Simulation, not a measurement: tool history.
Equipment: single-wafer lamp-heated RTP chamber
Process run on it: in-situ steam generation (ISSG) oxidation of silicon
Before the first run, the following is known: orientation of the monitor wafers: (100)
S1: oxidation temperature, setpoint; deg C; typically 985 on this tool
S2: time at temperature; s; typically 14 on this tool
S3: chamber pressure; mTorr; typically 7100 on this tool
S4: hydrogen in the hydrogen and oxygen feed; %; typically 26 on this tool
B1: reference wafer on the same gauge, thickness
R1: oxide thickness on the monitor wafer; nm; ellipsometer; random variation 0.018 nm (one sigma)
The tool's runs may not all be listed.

run    hour   S1  S2    S3  S4     B1     R1
  1       0  985  14  7100  26  5.244   4.61
  2    25.9  985  14  7100  26  5.253   4.61
  3    90.2  985  14  7100  26  5.261  4.635
  4   122.3  985  14  7100  26  5.268  4.628
        169  -- pyrometer window cleaned and pyrometer calibrated
  5   169.5  974  14  7700  26  5.278  4.489
  6   272.3  974  14  7700  26  5.299  4.518
  7   325.1  985  12  6900  26   5.31  4.383
        348  -- gauge calibrated
  8   394.7  985  12  6900  26  5.144   4.25
  9   463.4  985  12  6900  26  5.162  4.252
 10     490  985  14  7100  26  5.162   4.55
 11   561.8  995  18  7100  26  5.176  5.297
      576.2  -- pyrometer window cleaned and pyrometer calibrated
 12   623.4  995  18  7100  26  5.191  5.259
 13   718.3  995  18  7100  26  5.205  5.293
 14   764.4  985  18  7100  26  5.214  5.107
 15   805.1  985  14  7100  26  5.226  4.608
      916.1  -- pyrometer window cleaned and pyrometer calibrated
      933.3  -- hydrogen flow controller replaced
 16  1011.9  985  14  7100  26  5.259  4.596
 17  1053.6  985  14  8300  26  5.269  4.642
 18  1112.2  985  16  6900  26  5.282  4.862
 19  1160.8  992  17  6900  26  5.289  5.199
 20  1223.5  967  14  7100  32  5.305  4.699
 21  1255.9  977  14  7100  32  5.308  4.873
     1275.6  -- gauge calibrated
       1309  -- pressure gauge zeroed
     1319.1  -- pyrometer window cleaned and pyrometer calibrated
 22  1322.1  995  18  7100  26  5.136  5.222

Run 23, settings as shown, results not yet in. Your forecast:
 23  1370.5  971  14  8100  26   ?   ?

B1: 5.147
R1: 4.333 nm
The same run, on a tool lacking any hidden state, would have yielded R1 4.336 nm.

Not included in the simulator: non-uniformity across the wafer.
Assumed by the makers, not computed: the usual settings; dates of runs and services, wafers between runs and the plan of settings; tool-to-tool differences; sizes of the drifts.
